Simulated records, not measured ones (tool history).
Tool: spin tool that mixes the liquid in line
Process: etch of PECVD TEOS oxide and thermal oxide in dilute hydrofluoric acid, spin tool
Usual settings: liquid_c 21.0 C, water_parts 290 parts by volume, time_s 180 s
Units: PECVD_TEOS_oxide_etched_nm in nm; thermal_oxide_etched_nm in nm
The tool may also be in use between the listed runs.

| run | hour | liquid_c | water_parts | time_s | read-back film thickness of the PECVD TEOS oxide reference wafer, read on the same gauge (nm) | read-back film thickness of the thermal oxide reference wafer, read on the same gauge (nm) | PECVD_TEOS_oxide_etched_nm | thermal_oxide_etched_nm |
|---|---|---|---|---|---|---|---|---|
| 1 | 0.0 | 21.0 | 290 | 180 | 99.986 | 40.011 | 4.271 | 2.053 |
| 2 | 8.3 | 21.0 | 290 | 180 | 99.987 | 39.985 | 4.246 | 2.030 |
| 3 | 16.8 | 21.0 | 290 | 180 | 100.018 | 39.982 | 4.264 | 2.068 |
| 4 | 56.7 | 21.0 | 290 | 180 | 99.977 | 39.993 | 4.220 | 2.020 |
| 5 | 64.3 | 21.0 | 290 | 180 | 100.020 | 40.016 | 4.299 | 2.067 |
| 6 | 79.5 | 21.0 | 395 | 180 | 100.000 | 40.021 | 2.863 | 1.377 |
| 7 | 91.9 | 21.0 | 395 | 180 | 100.018 | 39.972 | 2.873 | 1.352 |
|  | 102.8 | hydrofluoric acid flow meter replaced |
| 8 | 106.8 | 23.0 | 290 | 180 | 99.994 | 39.991 | 4.642 | 2.159 |
| 9 | 120.0 | 21.0 | 290 | 180 | 100.001 | 40.012 | 4.186 | 2.087 |
| 10 | 126.0 | 21.0 | 290 | 180 | 100.017 | 39.998 | 4.273 | 2.079 |
| 11 | 143.8 | 22.5 | 290 | 180 | 99.998 | 39.992 | 4.523 | 2.108 |
|  | 148.5 | thermometer replaced |
| 12 | 153.9 | 22.5 | 290 | 180 | 99.993 | 39.999 | 4.570 | 2.157 |

The next listed run, before its measurement:
|  | 163.3 | gauge calibrated |
| 13 | 167.2 | 21.0 | 290 | 180 | ? | ? | ? | ? |

Run 13 gave read-back film thickness of the PECVD TEOS oxide reference wafer, read on the same gauge (nm) 100.008, read-back film thickness of the thermal oxide reference wafer, read on the same gauge (nm) 40.002, PECVD_TEOS_oxide_etched_nm 4.236 nm, thermal_oxide_etched_nm 2.033 nm.
Without the tool's hidden state the same run would have given PECVD_TEOS_oxide_etched_nm 4.236 nm, thermal_oxide_etched_nm 2.033 nm.
